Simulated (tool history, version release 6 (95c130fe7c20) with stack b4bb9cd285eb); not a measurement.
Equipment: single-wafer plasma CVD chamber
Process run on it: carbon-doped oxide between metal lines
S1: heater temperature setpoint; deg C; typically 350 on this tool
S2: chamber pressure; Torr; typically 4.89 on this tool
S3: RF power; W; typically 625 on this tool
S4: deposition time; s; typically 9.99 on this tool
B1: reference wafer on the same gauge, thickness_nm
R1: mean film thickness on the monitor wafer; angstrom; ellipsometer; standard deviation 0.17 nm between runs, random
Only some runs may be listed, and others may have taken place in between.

| run | day | S1 | S2 | S3 | S4 | B1 | R1 |
|---|---|---|---|---|---|---|---|
| 1 | 0 | 350 | 4.89 | 625 | 9.99 | 49.466 | 569.85 |
| 2 | 2.529 | 350 | 4.89 | 625 | 9.99 | 49.442 | 568.62 |
| 3 | 4.088 | 350 | 4.89 | 625 | 9.99 | 49.474 | 571.11 |
| 4 | 6.05 | 350 | 4.89 | 625 | 9.99 | 49.45 | 569.32 |
| 5 | 9.825 | 350 | 4.89 | 625 | 9.99 | 49.408 | 569.26 |
| 6 | 12.062 | 350 | 4.89 | 625 | 9.99 | 49.4 | 571.06 |
| 7 | 13.892 | 350 | 4.89 | 625 | 9.99 | 49.41 | 569.73 |
|  | 17.588 | thermocouple changed; heater temperature recalibrated |
| 8 | 18.075 | 350 | 4.89 | 625 | 9.99 | 49.453 | 574.21 |
|  | 21.038 | capacitance manometer re-zeroed and calibrated |
| 9 | 21.362 | 350 | 4.89 | 625 | 9.99 | 49.385 | 572.79 |
| 10 | 25.842 | 350 | 4.89 | 625 | 9.99 | 49.434 | 574.02 |
| 11 | 28.717 | 350 | 4.89 | 625 | 9.99 | 49.387 | 573.93 |
|  | 29.404 | gauge calibrated |
| 12 | 30.279 | 336 | 4.2 | 540 | 8.31 | 49.364 | 440.74 |
|  | 31.904 | RF generator calibrated |
| 13 | 32.417 | 350 | 4.89 | 680 | 8.76 | 49.378 | 536.96 |
| 14 | 36.446 | 356 | 4.89 | 625 | 8.58 | 49.424 | 492.68 |
| 15 | 38.125 | 350 | 4.89 | 590 | 9.99 | 49.39 | 558.68 |
| 16 | 41.788 | 350 | 4.89 | 625 | 9.99 | 49.4 | 579.46 |
| 17 | 45.383 | 344 | 4.89 | 695 | 8.1 | 49.347 | 509.41 |
| 18 | 47.225 | 350 | 4.89 | 555 | 9.99 | 49.446 | 538.01 |
| 19 | 51.629 | 355 | 4.89 | 745 | 9.99 | 49.376 | 630.15 |
| 20 | 55.358 | 350 | 4.89 | 625 | 9.99 | 49.479 | 572.93 |
| 21 | 57.062 | 354 | 4.89 | 625 | 9.99 | 49.384 | 565.73 |
|  | 60.317 | showerhead replaced |
| 22 | 60.762 | 350 | 4.89 | 675 | 10.5 | 49.403 | 630.94 |
| 23 | 63.504 | 363 | 5.93 | 625 | 9.99 | 49.414 | 568.06 |
| 24 | 76.429 | 343 | 4.89 | 625 | 9.99 | 49.393 | 576.29 |
|  | 80.304 | capacitance manometer re-zeroed and calibrated |
| 25 | 80.325 | 350 | 4.89 | 625 | 9.99 | 49.393 | 568.06 |
| 26 | 82.162 | 350 | 4.89 | 625 | 8.65 | 49.404 | 492.3 |
| 27 | 85.117 | 350 | 4.89 | 625 | 9.99 | 49.402 | 567.1 |
| 28 | 86.925 | 350 | 4.89 | 625 | 9.99 | 49.398 | 566.32 |

List, for all runs, the conditions of the tool that the log does not record:
true pressure above the setpoint (%): 0 in every run
gauge reads high (%): 0 in every run
H1: wafer temperature above the value expected at the setpoint (K)
H2: delivered RF power above the setpoint (%)
| run | H1 | H2 |
|---|---|---|
| 1 | 4.67 | -3.2 |
| 2 | 4.82 | -3.25 |
| 3 | 4.91 | -3.29 |
| 4 | 5.03 | -3.33 |
| 5 | 5.25 | -3.39 |
| 6 | 5.39 | -3.43 |
| 7 | 5.49 | -3.45 |
| 8 | 0.518 | -3.5 |
| 9 | 0.713 | -3.54 |
| 10 | 0.978 | -3.58 |
| 11 | 1.15 | -3.6 |
| 12 | 1.24 | -3.61 |
| 13 | 1.37 | -0.877 |
| 14 | 1.61 | -1.45 |
| 15 | 1.71 | -1.66 |
| 16 | 1.92 | -2.06 |
| 17 | 2.14 | -2.41 |
| 18 | 2.25 | -2.56 |
| 19 | 2.51 | -2.88 |
| 20 | 2.73 | -3.11 |
| 21 | 2.83 | -3.21 |
| 22 | 3.05 | -3.39 |
| 23 | 3.21 | -3.5 |
| 24 | 3.98 | -3.9 |
| 25 | 4.21 | -3.98 |
| 26 | 4.32 | -4.01 |
| 27 | 4.49 | -4.06 |
| 28 | 4.6 | -4.09 |
